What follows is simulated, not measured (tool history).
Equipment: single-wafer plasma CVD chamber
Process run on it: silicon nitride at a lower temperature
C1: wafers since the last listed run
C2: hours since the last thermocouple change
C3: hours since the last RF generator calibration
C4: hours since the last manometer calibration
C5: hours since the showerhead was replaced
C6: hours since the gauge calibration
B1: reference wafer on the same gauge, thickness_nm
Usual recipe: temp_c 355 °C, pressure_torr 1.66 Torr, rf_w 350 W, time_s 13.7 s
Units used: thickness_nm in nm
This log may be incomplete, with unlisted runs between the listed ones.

Run 1, hour 0.0: usual settings; C1 0; C2 594.9; C3 1271.6; C4 1351.0; C5 2439.4; C6 708.2; B1 19.387. Result: thickness_nm 19.031 nm.
Run 2, hour 15.8: usual settings but rf_w 400 W; C1 427; C2 610.7; C3 1287.4; C4 1366.8; C5 2455.2; C6 724.0; B1 19.422. Result: thickness_nm 21.667 nm.
Run 3, hour 109.5: usual settings; C1 2535; C2 704.4; C3 1381.1; C4 1460.5; C5 2548.9; C6 817.7; B1 19.417. Result: thickness_nm 19.114 nm.
Run 4, hour 127.7: usual settings; C1 492; C2 722.6; C3 1399.3; C4 1478.7; C5 2567.1; C6 835.9; B1 19.392. Result: thickness_nm 19.035 nm.
At hour 159.8: showerhead replaced.
Run 5, hour 160.3: usual settings; C1 665; C2 755.2; C3 1431.9; C4 1511.3; C5 0.5; C6 868.5; B1 19.405. Result: thickness_nm 18.928 nm.
Run 6, hour 182.7: usual settings; C1 606; C2 777.6; C3 1454.3; C4 1533.7; C5 22.9; C6 890.9; B1 19.389. Result: thickness_nm 18.975 nm.
At hour 205.3: gauge calibrated.
Run 7, hour 284.3: usual settings; C1 2749; C2 879.2; C3 1555.9; C4 1635.3; C5 124.5; C6 79.0; B1 19.395. Result: thickness_nm 18.870 nm.
Run 8, hour 310.5: usual settings but rf_w 320 W; C1 708; C2 905.4; C3 1582.1; C4 1661.5; C5 150.7; C6 105.2; B1 19.402. Result: thickness_nm 17.204 nm.
At hour 329.4: RF generator calibrated.
Run 9, hour 333.7: usual settings but rf_w 320 W; C1 411; C2 928.6; C3 4.3; C4 1684.7; C5 173.9; C6 128.4; B1 19.396. Result: thickness_nm 17.962 nm.
Run 10, hour 348.4: usual settings but time_s 14.9 s; C1 397; C2 943.3; C3 19.0; C4 1699.4; C5 188.6; C6 143.1; B1 19.419. Result: thickness_nm 21.213 nm.
Run 11, hour 370.4: usual settings; C1 595; C2 965.3; C3 41.0; C4 1721.4; C5 210.6; C6 165.1; B1 19.384. Result: thickness_nm 19.648 nm.
Run 12, hour 405.9: usual settings; C1 960; C2 1000.8; C3 76.5; C4 1756.9; C5 246.1; C6 200.6; B1 19.399. Result: thickness_nm 19.458 nm.
Run 13, hour 432.5: usual settings but rf_w 395 W, time_s 15.6 s; C1 719; C2 1027.4; C3 103.1; C4 1783.5; C5 272.7; C6 227.2; B1 19.404. Result: thickness_nm 24.893 nm.
Run 14, hour 457.3: usual settings but pressure_torr 1.47 Torr; C1 671; C2 1052.2; C3 127.9; C4 1808.3; C5 297.5; C6 252.0; B1 19.396. Result: thickness_nm 18.896 nm.
Run 15, hour 488.4: usual settings; C1 841; C2 1083.3; C3 159.0; C4 1839.4; C5 328.6; C6 283.1; B1 19.372. Result: thickness_nm 19.547 nm.
At hour 497.7: capacitance manometer re-zeroed and calibrated.
At hour 505.6: thermocouple changed; heater temperature recalibrated.
Run 16, hour 515.9: usual settings but rf_w 375 W; C1 314; C2 10.3; C3 186.5; C4 18.2; C5 356.1; C6 310.6; B1 19.380. Result: thickness_nm 21.017 nm.
Run 17, hour 547.9: usual settings; C1 865; C2 42.3; C3 218.5; C4 50.2; C5 388.1; C6 342.6; B1 19.390. Result: thickness_nm 19.515 nm.
Run 18, hour 576.9: usual settings; C1 784; C2 71.3; C3 247.5; C4 79.2; C5 417.1; C6 371.6; B1 19.386. Result: thickness_nm 19.591 nm.
Run 19, hour 599.6: usual settings but pressure_torr 1.56 Torr; C1 614; C2 94.0; C3 270.2; C4 101.9; C5 439.8; C6 394.3; B1 19.402. Result: thickness_nm 18.954 nm.
Run 20, hour 628.3: usual settings but time_s 16.1 s; C1 776; C2 122.7; C3 298.9; C4 130.6; C5 468.5; C6 423.0; B1 19.408. Result: thickness_nm 22.894 nm.
Run 21, hour 651.2: usual settings but pressure_torr 1.50 Torr; C1 619; C2 145.6; C3 321.8; C4 153.5; C5 491.4; C6 445.9; B1 19.386. Result: thickness_nm 18.737 nm.
Run 22, hour 665.4: usual settings but time_s 12.1 s; C1 384; C2 159.8; C3 336.0; C4 167.7; C5 505.6; C6 460.1; B1 19.388. Result: thickness_nm 17.179 nm.
Run 23, hour 682.4: usual settings but pressure_torr 1.79 Torr, rf_w 380 W, time_s 11.7 s; C1 459; C2 176.8; C3 353.0; C4 184.7; C5 522.6; C6 477.1; B1 19.406. Result: thickness_nm 18.436 nm.
Run 24, hour 714.2: usual settings but temp_c 350 °C, rf_w 300 W; C1 860; C2 208.6; C3 384.8; C4 216.5; C5 554.4; C6 508.9; B1 19.407. Result: thickness_nm 16.523 nm.
Run 25, hour 743.1: usual settings but time_s 12.5 s; C1 781; C2 237.5; C3 413.7; C4 245.4; C5 583.3; C6 537.8; B1 19.408. Result: thickness_nm 17.639 nm.
Run 26, hour 756.5: usual settings but temp_c 360 °C, pressure_torr 2.07 Torr, rf_w 400 W, time_s 12.3 s; C1 362; C2 250.9; C3 427.1; C4 258.8; C5 596.7; C6 551.2; B1 19.404. Result: thickness_nm 20.906 nm.

Run 27 has not been measured yet. What should we expect?
Run 27, hour 772.6: usual settings but temp_c 350 °C, pressure_torr 1.78 Torr, rf_w 375 W, time_s 11.9 s; C1 435; C2 267.0; C3 443.2; C4 274.9; C5 612.8; C6 567.3; B1 ?. Result: thickness_nm ?.

B1: 19.419
thickness_nm: 18.581 nm
On a tool with no hidden condition, and with the same random variation, this run would have come out at thickness_nm 18.816 nm.
